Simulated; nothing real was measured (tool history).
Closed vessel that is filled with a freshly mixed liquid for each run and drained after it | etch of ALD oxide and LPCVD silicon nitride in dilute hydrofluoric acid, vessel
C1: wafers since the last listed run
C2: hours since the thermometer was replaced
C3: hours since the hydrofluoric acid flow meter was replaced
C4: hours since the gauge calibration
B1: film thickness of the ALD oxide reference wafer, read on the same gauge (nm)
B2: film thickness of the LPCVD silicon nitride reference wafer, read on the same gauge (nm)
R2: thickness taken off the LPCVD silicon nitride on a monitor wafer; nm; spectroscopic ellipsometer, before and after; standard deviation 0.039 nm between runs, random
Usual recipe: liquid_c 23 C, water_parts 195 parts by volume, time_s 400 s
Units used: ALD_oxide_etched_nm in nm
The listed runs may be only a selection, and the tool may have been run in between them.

Run 1, hour 0: usual settings; C1 0; C2 115.6; C3 1289.2; C4 889.1; B1 139.99; B2 59.977. Result: ALD_oxide_etched_nm 40.82 nm, R2 0.963 nm.
Run 2, hour 27.3: usual settings; C1 2271; C2 142.9; C3 1316.5; C4 916.4; B1 139.99; B2 59.98. Result: ALD_oxide_etched_nm 41.53 nm, R2 1.012 nm.
Run 3, hour 53: usual settings; C1 2138; C2 168.6; C3 1342.2; C4 942.1; B1 140.01; B2 60.026. Result: ALD_oxide_etched_nm 41.43 nm, R2 1.005 nm.
Run 4, hour 66: usual settings; C1 1081; C2 181.6; C3 1355.2; C4 955.1; B1 139.99; B2 60. Result: ALD_oxide_etched_nm 41.04 nm, R2 0.953 nm.
Run 5, hour 87: usual settings; C1 1747; C2 202.6; C3 1376.2; C4 976.1; B1 140; B2 60.054. Result: ALD_oxide_etched_nm 41.83 nm, R2 1.053 nm.
At hour 97.9: hydrofluoric acid flow meter replaced.
Run 6, hour 112.4: usual settings; C1 2030; C2 228; C3 14.5; C4 1001.5; B1 140.01; B2 59.959. Result: ALD_oxide_etched_nm 39.02 nm, R2 0.964 nm.
Run 7, hour 133.3: usual settings but time_s 620 s; C1 1738; C2 248.9; C3 35.4; C4 1022.4; B1 139.98; B2 59.989. Result: ALD_oxide_etched_nm 60.92 nm, R2 1.402 nm.
Run 8, hour 154.2: usual settings but liquid_c 26.5 C, water_parts 290 parts by volume, time_s 470 s; C1 1738; C2 269.8; C3 56.3; C4 1043.3; B1 140.01; B2 59.991. Result: ALD_oxide_etched_nm 32.01 nm, R2 0.966 nm.
Run 9, hour 180.2: usual settings but liquid_c 25.5 C, time_s 535 s; C1 2163; C2 295.8; C3 82.3; C4 1069.3; B1 140.01; B2 60.009. Result: ALD_oxide_etched_nm 57.7 nm, R2 1.597 nm.
Run 10, hour 192.2: usual settings but liquid_c 19 C; C1 998; C2 307.8; C3 94.3; C4 1081.3; B1 140; B2 60.013. Result: ALD_oxide_etched_nm 34.01 nm, R2 0.811 nm.
Run 11, hour 225: usual settings but liquid_c 27 C, water_parts 290 parts by volume; C1 2729; C2 340.6; C3 127.1; C4 1114.1; B1 140; B2 59.98. Result: ALD_oxide_etched_nm 27.61 nm, R2 0.84 nm.
Run 12, hour 244.3: usual settings but liquid_c 18 C, water_parts 250 parts by volume, time_s 615 s; C1 1605; C2 359.9; C3 146.4; C4 1133.4; B1 140.01; B2 60.024. Result: ALD_oxide_etched_nm 37.39 nm, R2 0.764 nm.
Run 13, hour 343.8: usual settings but time_s 305 s; C1 8278; C2 459.4; C3 245.9; C4 1232.9; B1 140.02; B2 60.02. Result: ALD_oxide_etched_nm 30.02 nm, R2 0.726 nm.
Run 14, hour 368.2: usual settings but liquid_c 18.5 C, time_s 165 s; C1 2030; C2 483.8; C3 270.3; C4 1257.3; B1 140; B2 60.011. Result: ALD_oxide_etched_nm 13.64 nm, R2 0.312 nm.
Run 15, hour 402.8: usual settings but liquid_c 25 C, water_parts 170 parts by volume, time_s 245 s; C1 2878; C2 518.4; C3 304.9; C4 1291.9; B1 140.01; B2 59.995. Result: ALD_oxide_etched_nm 30.81 nm, R2 0.728 nm.
Run 16, hour 436.4: usual settings; C1 2795; C2 552; C3 338.5; C4 1325.5; B1 140; B2 60.005. Result: ALD_oxide_etched_nm 39.14 nm, R2 0.91 nm.
Run 17, hour 464.1: usual settings but liquid_c 28 C, water_parts 275 parts by volume, time_s 520 s; C1 2304; C2 579.7; C3 366.2; C4 1353.2; B1 139.98; B2 59.97. Result: ALD_oxide_etched_nm 40.4 nm, R2 1.229 nm.
At hour 468.2: thermometer replaced.
Run 18, hour 496: usual settings but liquid_c 27 C, water_parts 100 parts by volume, time_s 205 s; C1 2571; C2 27.8; C3 398.1; C4 1385.1; B1 139.98; B2 60.014. Result: ALD_oxide_etched_nm 51.55 nm, R2 1.197 nm.
Run 19, hour 525.9: usual settings but liquid_c 24.5 C, water_parts 270 parts by volume; C1 2487; C2 57.7; C3 428; C4 1415; B1 140.01; B2 59.984. Result: ALD_oxide_etched_nm 28.19 nm, R2 0.734 nm.
At hour 526.4: gauge calibrated.
Run 20, hour 555.5: usual settings but liquid_c 27 C; C1 2462; C2 87.3; C3 457.6; C4 29.1; B1 140.01; B2 59.993. Result: ALD_oxide_etched_nm 45.78 nm, R2 1.229 nm.
Run 21, hour 580.7: usual settings but time_s 530 s; C1 2096; C2 112.5; C3 482.8; C4 54.3; B1 139.99; B2 59.977. Result: ALD_oxide_etched_nm 53.55 nm, R2 1.239 nm.
Run 22, hour 600: usual settings but liquid_c 18 C, water_parts 250 parts by volume, time_s 615 s; C1 1605; C2 131.8; C3 502.1; C4 73.6; B1 140.01; B2 59.971. Result: ALD_oxide_etched_nm 37.91 nm, R2 0.864 nm.
Run 23, hour 626.3: usual settings but liquid_c 24.5 C; C1 2188; C2 158.1; C3 528.4; C4 99.9; B1 140.01; B2 60.008. Result: ALD_oxide_etched_nm 42.01 nm, R2 1.129 nm.
Run 24, hour 649.5: usual settings but water_parts 130 parts by volume, time_s 205 s; C1 1930; C2 181.3; C3 551.6; C4 123.1; B1 139.99; B2 60.01. Result: ALD_oxide_etched_nm 32.98 nm, R2 0.716 nm.
Run 25, hour 679.6: usual settings but liquid_c 18.5 C; C1 2504; C2 211.4; C3 581.7; C4 153.2; B1 140; B2 59.998. Result: ALD_oxide_etched_nm 34.06 nm, R2 0.736 nm.
Run 26, hour 786.1: usual settings; C1 8861; C2 317.9; C3 688.2; C4 259.7; B1 139.98; B2 59.998. Result: ALD_oxide_etched_nm 40.55 nm, R2 0.993 nm.

4 ways to go on from here, each from the tool as it stands after run 26. What would each give?
Run A, hour 786.9: usual settings but water_parts 165 parts by volume; C1 66; C2 318.7; C3 689; C4 260.5; B1 ?; B2 ?. Result: ALD_oxide_etched_nm ?, R2 ?.
Run B, hour 786.9: usual settings but liquid_c 19.5 C, water_parts 100 parts by volume, time_s 335 s; C1 66; C2 318.7; C3 689; C4 260.5; B1 ?; B2 ?. Result: ALD_oxide_etched_nm ?, R2 ?.
Run C, hour 786.9: usual settings but time_s 635 s; C1 66; C2 318.7; C3 689; C4 260.5; B1 ?; B2 ?. Result: ALD_oxide_etched_nm ?, R2 ?.
Run D, hour 786.9: usual settings but liquid_c 20.5 C, time_s 510 s; C1 66; C2 318.7; C3 689; C4 260.5; B1 ?; B2 ?. Result: ALD_oxide_etched_nm ?, R2 ?.

run   B1     B2  ALD_oxide_etched_nm     R2
  A  140  59.99                48.86  1.215
  B  140  59.99                62.97  1.316
  C  140  59.99                63.59  1.636
  D  140  59.99                46.43  1.117
Stripped of hidden state, with their random variation kept, the same runs would have yielded:
run  ALD_oxide_etched_nm     R2
  A                47.21   1.18
  B                60.96  1.279
  C                 61.4  1.589
  D                44.84  1.086
